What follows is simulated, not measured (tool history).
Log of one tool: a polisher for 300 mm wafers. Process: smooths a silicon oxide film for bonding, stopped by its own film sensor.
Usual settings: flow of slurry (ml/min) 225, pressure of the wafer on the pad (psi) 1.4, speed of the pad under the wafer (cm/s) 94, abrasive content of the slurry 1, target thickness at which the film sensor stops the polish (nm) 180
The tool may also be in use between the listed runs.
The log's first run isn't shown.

| run | hour | flow of slurry (ml/min) | pressure of the wafer on the pad (psi) | speed of the pad under the wafer (cm/s) | abrasive content of the slurry | target thickness at which the film sensor stops the polish (nm) | wafers since the last listed run | wafers polished on this pad | hours since the slurry nozzle was cleaned | hours since the head pressure was calibrated | hours since the slurry blender was calibrated | incoming thickness of the incoming film, nm | time until the film sensor stopped the polish (s) |
|---|---|---|---|---|---|---|---|---|---|---|---|---|---|
| 2 | 30.7 | 225 | 1.4 | 94 | 1 | 180 | 228 | 486 | 294.9 | 920.1 | 322.4 | 205.9 | 53.6 |
|  | 66.5 | slurry nozzle cleaned |
| 3 | 67 | 225 | 1.4 | 94 | 1 | 180 | 262 | 748 | 0.5 | 956.4 | 358.7 | 208.8 | 58.4 |
| 4 | 95 | 205 | 1.4 | 82 | 1 | 180 | 207 | 956 | 28.5 | 984.4 | 386.7 | 205.9 | 60.2 |
| 5 | 111.6 | 205 | 1.4 | 82 | 1 | 180 | 123 | 1080 | 45.1 | 1001 | 403.3 | 211.3 | 73.9 |
| 6 | 134.3 | 225 | 1.4 | 94 | 1 | 180 | 168 | 1248 | 67.8 | 1023.7 | 426 | 209.7 | 62.9 |
|  | 143.5 | slurry blender recalibrated |
| 7 | 157.7 | 225 | 1.2 | 94 | 1 | 174 | 158 | 1407 | 91.2 | 1047.1 | 14.2 | 210.9 | 85.3 |
|  | 168.8 | head pressure recalibrated |
| 8 | 191.2 | 225 | 1.4 | 84 | 1 | 180 | 233 | 1641 | 124.7 | 22.4 | 47.7 | 208.1 | 66.6 |
| 9 | 206.6 | 225 | 1.4 | 94 | 1 | 180 | 114 | 1756 | 140.1 | 37.8 | 63.1 | 205.9 | 54.9 |
|  | 230.4 | worn pad replaced by a new one |
| 10 | 235.8 | 225 | 1.4 | 94 | 1 | 180 | 187 | 39 | 169.3 | 67 | 92.3 | 206.7 | 55.1 |
| 11 | 258.2 | 280 | 1.4 | 94 | 1 | 180 | 166 | 206 | 191.7 | 89.4 | 114.7 | 207.3 | 55.5 |
| 12 | 287.4 | 225 | 1.7 | 94 | 1 | 180 | 216 | 423 | 220.9 | 118.6 | 143.9 | 209.3 | 52.7 |
| 13 | 316.9 | 225 | 1.4 | 122 | 1 | 180 | 219 | 642 | 250.4 | 148.1 | 173.4 | 209.4 | 49.6 |
| 14 | 338.1 | 225 | 1.4 | 94 | 1 | 180 | 157 | 799 | 271.6 | 169.3 | 194.6 | 207.7 | 58.1 |
| 15 | 369.9 | 285 | 1.9 | 94 | 0.7 | 180 | 236 | 1036 | 303.4 | 201.1 | 226.4 | 214 | 68.1 |
| 16 | 385 | 225 | 1.4 | 84 | 1 | 180 | 112 | 1148 | 318.5 | 216.2 | 241.5 | 208.4 | 63.7 |

Run 17 comes next. What will it give?
| 17 | 401.6 | 225 | 1.4 | 62 | 1 | 180 | 123 | 1271 | 335.1 | 232.8 | 258.1 | 212 | ? |

Run 17 gave time until the film sensor stopped the polish (s) 95.8.
Without the tool's hidden state the same run would have given time until the film sensor stopped the polish (s) 93.3.

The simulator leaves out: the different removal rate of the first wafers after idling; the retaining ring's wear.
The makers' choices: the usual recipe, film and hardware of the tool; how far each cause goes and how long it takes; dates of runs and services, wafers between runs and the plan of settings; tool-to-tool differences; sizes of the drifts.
